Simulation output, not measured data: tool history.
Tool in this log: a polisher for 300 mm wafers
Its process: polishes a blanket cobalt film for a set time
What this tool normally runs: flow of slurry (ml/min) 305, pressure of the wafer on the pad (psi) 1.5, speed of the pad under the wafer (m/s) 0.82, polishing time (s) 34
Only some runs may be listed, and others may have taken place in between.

run,hour,flow of slurry (ml/min),pressure of the wafer on the pad (psi),speed of the pad under the wafer (m/s),polishing time (s),wafers since the last listed run,wafers polished on this pad,hours since the slurry nozzle was cleaned,hours since the head pressure was calibrated,"incoming thickness of the incoming film, nm",film removed (angstrom)
1,0,305,1.5,0.82,34,0,383,471.8,1290.6,686,1004
2,24,305,1.5,0.82,34,271,654,495.8,1314.6,677.4,996
# hour 55.7: worn pad replaced by a new one
3,56.2,305,1.5,0.82,34,318,5,528,1346.8,679.9,997
4,82.7,305,1.5,0.82,34,299,304,554.5,1373.3,683.8,1002
5,100.3,305,1.5,0.82,34,198,503,572.1,1390.9,682.4,997
6,135.7,305,1.5,0.82,34,399,903,607.5,1426.3,680.1,986
# hour 147.3: worn pad replaced by a new one
7,159.4,305,1.5,0.82,39,222,137,631.2,1450,687.3,1141
# hour 185.3: head pressure recalibrated
8,189.1,305,1.5,0.82,39,312,449,660.9,3.8,698.8,1250
9,216.7,305,1.5,0.82,28,311,761,688.5,31.4,694.7,886
# hour 235.4: slurry nozzle cleaned
# hour 238: worn pad replaced by a new one
10,244.3,305,1.5,0.82,28,271,71,8.9,59,689.1,891
11,279.4,305,1.1,0.62,42,396,467,44,94.1,692.7,805
12,306.3,305,1.3,0.82,34,303,771,70.9,121,699,941
13,321.6,305,1.5,0.82,34,172,944,86.2,136.3,689.5,1076
# hour 326.5: worn pad replaced by a new one
14,353,305,1.5,0.82,34,309,299,117.6,167.7,689.8,1056

Run 15 is up next; what results do you expect?
15,371.8,235,1.8,0.56,28,212,512,136.4,186.5,686.9,?

{"run 15": {"film removed (angstrom)": 796}}
With no hidden state in the tool, this same run would have given film removed (angstrom) 830.
